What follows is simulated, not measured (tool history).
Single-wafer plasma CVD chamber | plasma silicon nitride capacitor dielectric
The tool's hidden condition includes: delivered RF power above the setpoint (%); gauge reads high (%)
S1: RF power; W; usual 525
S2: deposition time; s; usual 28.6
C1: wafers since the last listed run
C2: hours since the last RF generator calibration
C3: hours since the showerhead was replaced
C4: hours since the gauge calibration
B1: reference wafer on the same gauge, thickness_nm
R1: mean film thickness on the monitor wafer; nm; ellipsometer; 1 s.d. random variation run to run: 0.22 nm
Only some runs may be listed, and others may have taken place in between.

run    hour   S1    S2    C1      C2      C3      C4      B1      R1
  1     0.0  525  28.6     0   224.7  2261.7  1936.5  41.500  40.375
  2    64.7  525  28.6   839   289.4  2326.4  2001.2  41.481  40.051
  3   149.8  525  28.6  1104   374.5  2411.5  2086.3  41.513  40.172
  4   235.9  525  28.6  1117   460.6  2497.6  2172.4  41.453  40.090
  5   324.3  525  28.6  1147   549.0  2586.0  2260.8  41.480  40.416
  6   413.0  525  27.4  1151   637.7  2674.7  2349.5  41.529  38.161
  7   520.9  525  27.4  1400   745.6  2782.6  2457.4  41.503  38.640
  8   591.8  525  27.4   920   816.5  2853.5  2528.3  41.513  38.407
  9   672.3  525  31.8  1044   897.0  2934.0  2608.8  41.506  44.481
 10   749.2  525  31.8   998   973.9  3010.9  2685.7  41.505  44.247
      771.5  -- gauge calibrated
      776.5  -- showerhead replaced
 11   974.1  525  28.6  2815  1198.8   197.6   202.6  41.499  40.068
 12  1079.6  525  28.6  1369  1304.3   303.1   308.1  41.495  39.829
 13  1162.1  525  28.6  1070  1386.8   385.6   390.6  41.530  39.896
     1350.7  -- RF generator calibrated
 14  1383.1  465  30.9  2764    32.4   606.6   611.6  41.480  41.580
 15  1463.2  525  28.6  1039   112.5   686.7   691.7  41.539  39.950
 16  1572.7  490  34.0  1421   222.0   796.2   801.2  41.537  46.718
 17  1637.3  495  26.0   838   286.6   860.8   865.8  41.486  35.778
 18  1685.0  525  27.4   619   334.3   908.5   913.5  41.476  38.205
 19  1783.6  590  30.3  1279   432.9  1007.1  1012.1  41.492  44.528
 20  1828.4  605  28.6   581   477.7  1051.9  1056.9  41.457  42.037
 21  1914.5  600  33.7  1117   563.8  1138.0  1143.0  41.535  49.088
 22  1986.8  525  28.6   938   636.1  1210.3  1215.3  41.498  40.040
 23  2083.3  465  28.6  1252   732.6  1306.8  1311.8  41.526  38.539
 24  2127.6  605  28.6   574   776.9  1351.1  1356.1  41.557  42.027
 25  2192.1  490  26.9   837   841.4  1415.6  1420.6  41.486  36.814
 26  2295.6  525  28.6  1343   944.9  1519.1  1524.1  41.490  40.160

How the hidden state differs across the entries between the runs, from the last listed run before each to the first after it:
From run 10 to run 11: gauge calibrated (hour 771.5); showerhead replaced (hour 776.5)
  nothing in the hidden state changes from one run to the other
From run 13 to run 14: RF generator calibrated (hour 1350.7)
  nothing in the hidden state changes from one run to the other
